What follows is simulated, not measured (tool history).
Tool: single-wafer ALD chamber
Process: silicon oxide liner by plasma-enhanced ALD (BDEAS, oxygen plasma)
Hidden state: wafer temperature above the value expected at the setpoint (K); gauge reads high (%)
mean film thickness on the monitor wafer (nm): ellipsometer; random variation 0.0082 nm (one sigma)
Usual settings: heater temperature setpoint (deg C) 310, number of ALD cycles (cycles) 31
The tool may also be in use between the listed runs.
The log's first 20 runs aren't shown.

| run | hour | heater temperature setpoint (deg C) | number of ALD cycles (cycles) | wafers since the last listed run | hours since the last thermocouple change | hours since the gauge calibration | read-back reference wafer on the same gauge, thickness_nm | mean film thickness on the monitor wafer (nm) |
|---|---|---|---|---|---|---|---|---|
| 21 | 1005.7 | 310 | 31 | 367 | 2759.1 | 1692.8 | 3.038 | 2.737 |
|  | 1027.3 | gauge calibrated |
| 22 | 1029.9 | 310 | 31 | 237 | 2783.3 | 2.6 | 3.041 | 2.752 |
| 23 | 1068.2 | 310 | 31 | 376 | 2821.6 | 40.9 | 3.043 | 2.726 |
| 24 | 1118.3 | 300 | 28 | 492 | 2871.7 | 91 | 3.045 | 2.499 |
| 25 | 1148.3 | 323 | 27 | 294 | 2901.7 | 121 | 3.041 | 2.359 |
| 26 | 1193.9 | 303 | 28 | 448 | 2947.3 | 166.6 | 3.039 | 2.514 |
| 27 | 1263 | 302 | 26 | 679 | 3016.4 | 235.7 | 3.04 | 2.308 |
| 28 | 1310 | 303 | 26 | 461 | 3063.4 | 282.7 | 3.041 | 2.33 |
| 29 | 1375.8 | 310 | 31 | 646 | 3129.2 | 348.5 | 3.042 | 2.757 |

Forecast run 30:
|  | 1416.2 | thermocouple changed; heater temperature recalibrated |
| 30 | 1423.5 | 317 | 35 | 390 | 7.3 | 396.2 | ? | ? |

read-back reference wafer on the same gauge, thickness_nm: 3.041
mean film thickness on the monitor wafer (nm): 3.066
Without the tool's hidden state the same run would have given mean film thickness on the monitor wafer (nm) 3.066.
